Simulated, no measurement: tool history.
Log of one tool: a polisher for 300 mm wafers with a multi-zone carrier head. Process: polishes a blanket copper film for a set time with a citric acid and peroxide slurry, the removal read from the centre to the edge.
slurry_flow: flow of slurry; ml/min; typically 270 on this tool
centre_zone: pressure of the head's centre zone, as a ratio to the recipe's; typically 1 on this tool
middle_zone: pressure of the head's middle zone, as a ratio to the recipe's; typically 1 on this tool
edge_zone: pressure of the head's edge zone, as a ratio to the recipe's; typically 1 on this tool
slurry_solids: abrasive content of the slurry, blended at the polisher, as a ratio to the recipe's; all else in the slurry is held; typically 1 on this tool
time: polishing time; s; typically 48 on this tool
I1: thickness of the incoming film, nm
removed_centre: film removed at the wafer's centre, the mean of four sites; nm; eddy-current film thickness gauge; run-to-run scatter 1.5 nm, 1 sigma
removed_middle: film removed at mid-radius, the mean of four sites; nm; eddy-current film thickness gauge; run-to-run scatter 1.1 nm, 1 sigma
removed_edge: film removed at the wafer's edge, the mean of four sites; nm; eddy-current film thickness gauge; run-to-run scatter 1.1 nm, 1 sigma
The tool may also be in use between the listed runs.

run 1 hour=0 | slurry_flow=270 centre_zone=1 middle_zone=1 edge_zone=1 slurry_solids=1 time=48 | I1=602.2 | removed_centre=103.2 removed_middle=101.5 removed_edge=100.4
-- hour=36.3 carrier head's membrane replaced by a new one
-- hour=51.9 edge zone pressure recalibrated
-- hour=55.6 centre zone pressure recalibrated
run 2 hour=81.4 | slurry_flow=270 centre_zone=1 middle_zone=1 edge_zone=1 slurry_solids=1 time=48 | I1=587.3 | removed_centre=95.4 removed_middle=95 removed_edge=96
run 3 hour=108.9 | slurry_flow=270 centre_zone=1 middle_zone=0.92 edge_zone=1 slurry_solids=1 time=48 | I1=597.3 | removed_centre=93.6 removed_middle=87.6 removed_edge=92.6
run 4 hour=122.8 | slurry_flow=270 centre_zone=1 middle_zone=0.92 edge_zone=1 slurry_solids=1 time=48 | I1=592.5 | removed_centre=92.9 removed_middle=84.3 removed_edge=90.7
-- hour=131.9 worn pad replaced by a new one
run 5 hour=155.6 | slurry_flow=320 centre_zone=1 middle_zone=1 edge_zone=1 slurry_solids=0.8 time=48 | I1=590 | removed_centre=97.5 removed_middle=97.6 removed_edge=95.6
run 6 hour=172.4 | slurry_flow=335 centre_zone=1.08 middle_zone=1 edge_zone=1.05 slurry_solids=1 time=48 | I1=595.9 | removed_centre=108.3 removed_middle=100 removed_edge=104.3
-- hour=178.1 slurry nozzle cleaned
run 7 hour=188.1 | slurry_flow=270 centre_zone=1 middle_zone=1 edge_zone=1 slurry_solids=1 time=48 | I1=588.2 | removed_centre=104.4 removed_middle=104.7 removed_edge=104.5
run 8 hour=206.4 | slurry_flow=270 centre_zone=1 middle_zone=1 edge_zone=1 slurry_solids=1 time=48 | I1=590 | removed_centre=105.4 removed_middle=103.4 removed_edge=104.2
run 9 hour=226.1 | slurry_flow=270 centre_zone=1 middle_zone=0.93 edge_zone=1 slurry_solids=1 time=48 | I1=597.3 | removed_centre=104.3 removed_middle=100.9 removed_edge=103
run 10 hour=279.9 | slurry_flow=270 centre_zone=1 middle_zone=1 edge_zone=1 slurry_solids=1 time=48 | I1=587.7 | removed_centre=101.6 removed_middle=101.7 removed_edge=98.8
run 11 hour=311.8 | slurry_flow=270 centre_zone=1 middle_zone=1 edge_zone=0.96 slurry_solids=1 time=35 | I1=594.2 | removed_centre=74.5 removed_middle=71.7 removed_edge=68.2
run 12 hour=337.8 | slurry_flow=270 centre_zone=1 middle_zone=0.95 edge_zone=0.91 slurry_solids=1.1 time=48 | I1=588.5 | removed_centre=96.2 removed_middle=92.9 removed_edge=93.3
-- hour=344.6 worn pad replaced by a new one
run 13 hour=370.6 | slurry_flow=270 centre_zone=0.91 middle_zone=0.94 edge_zone=1 slurry_solids=1 time=33 | I1=593.9 | removed_centre=68.8 removed_middle=69.9 removed_edge=71.2
run 14 hour=465.2 | slurry_flow=270 centre_zone=1 middle_zone=1.09 edge_zone=1 slurry_solids=1 time=48 | I1=584.5 | removed_centre=101.2 removed_middle=105.3 removed_edge=98.6
-- hour=476.5 edge zone pressure recalibrated
run 15 hour=484.5 | slurry_flow=270 centre_zone=1 middle_zone=1 edge_zone=1 slurry_solids=1 time=37 | I1=592.6 | removed_centre=73 removed_middle=74.3 removed_edge=74.8
run 16 hour=501.1 | slurry_flow=270 centre_zone=1 middle_zone=1 edge_zone=1 slurry_solids=1 time=48 | I1=596.7 | removed_centre=96 removed_middle=98.2 removed_edge=95.6
-- hour=506.5 slurry nozzle cleaned
run 17 hour=525 | slurry_flow=270 centre_zone=1 middle_zone=1 edge_zone=1 slurry_solids=1 time=48 | I1=593.5 | removed_centre=99.3 removed_middle=98.3 removed_edge=98.9
run 18 hour=538.4 | slurry_flow=220 centre_zone=1 middle_zone=1 edge_zone=1 slurry_solids=1 time=48 | I1=584.6 | removed_centre=96.2 removed_middle=95.8 removed_edge=94.2
run 19 hour=562.1 | slurry_flow=220 centre_zone=1 middle_zone=1 edge_zone=1 slurry_solids=1 time=48 | I1=599.2 | removed_centre=92.5 removed_middle=92.5 removed_edge=91.4
-- hour=570.1 worn pad replaced by a new one
run 20 hour=579 | slurry_flow=360 centre_zone=1 middle_zone=1 edge_zone=1 slurry_solids=1 time=48 | I1=582 | removed_centre=111.1 removed_middle=111.6 removed_edge=107.1
run 21 hour=599.1 | slurry_flow=270 centre_zone=0.91 middle_zone=0.94 edge_zone=1 slurry_solids=1 time=33 | I1=580 | removed_centre=69.2 removed_middle=69.3 removed_edge=71.3
run 22 hour=612.5 | slurry_flow=195 centre_zone=0.91 middle_zone=1.04 edge_zone=1 slurry_solids=0.8 time=48 | I1=581.2 | removed_centre=93 removed_middle=98.7 removed_edge=97.2

3 options for the next run, each taken on its own from the tool as it stands now. Forecast them:
run A hour=612.9 | slurry_flow=270 centre_zone=1 middle_zone=1 edge_zone=1 slurry_solids=1 time=48 | I1=589.5 | removed_centre=? removed_middle=? removed_edge=?
run B hour=612.9 | slurry_flow=270 centre_zone=0.9 middle_zone=1 edge_zone=1 slurry_solids=1 time=48 | I1=589.5 | removed_centre=? removed_middle=? removed_edge=?
run C hour=612.9 | slurry_flow=180 centre_zone=1 middle_zone=1 edge_zone=1 slurry_solids=1 time=48 | I1=589.5 | removed_centre=? removed_middle=? removed_edge=?

run=A removed_centre=107.3 removed_middle=104.9 removed_edge=103.7
run=B removed_centre=99.6 removed_middle=104.9 removed_edge=103.7
run=C removed_centre=99.6 removed_middle=98.2 removed_edge=98.8
Without the tool's hidden state the same runs would have given:
run=A removed_centre=109.1 removed_middle=106.6 removed_edge=105.2
run=B removed_centre=101.3 removed_middle=106.6 removed_edge=105.2
run=C removed_centre=101.8 removed_middle=100.2 removed_edge=100.5
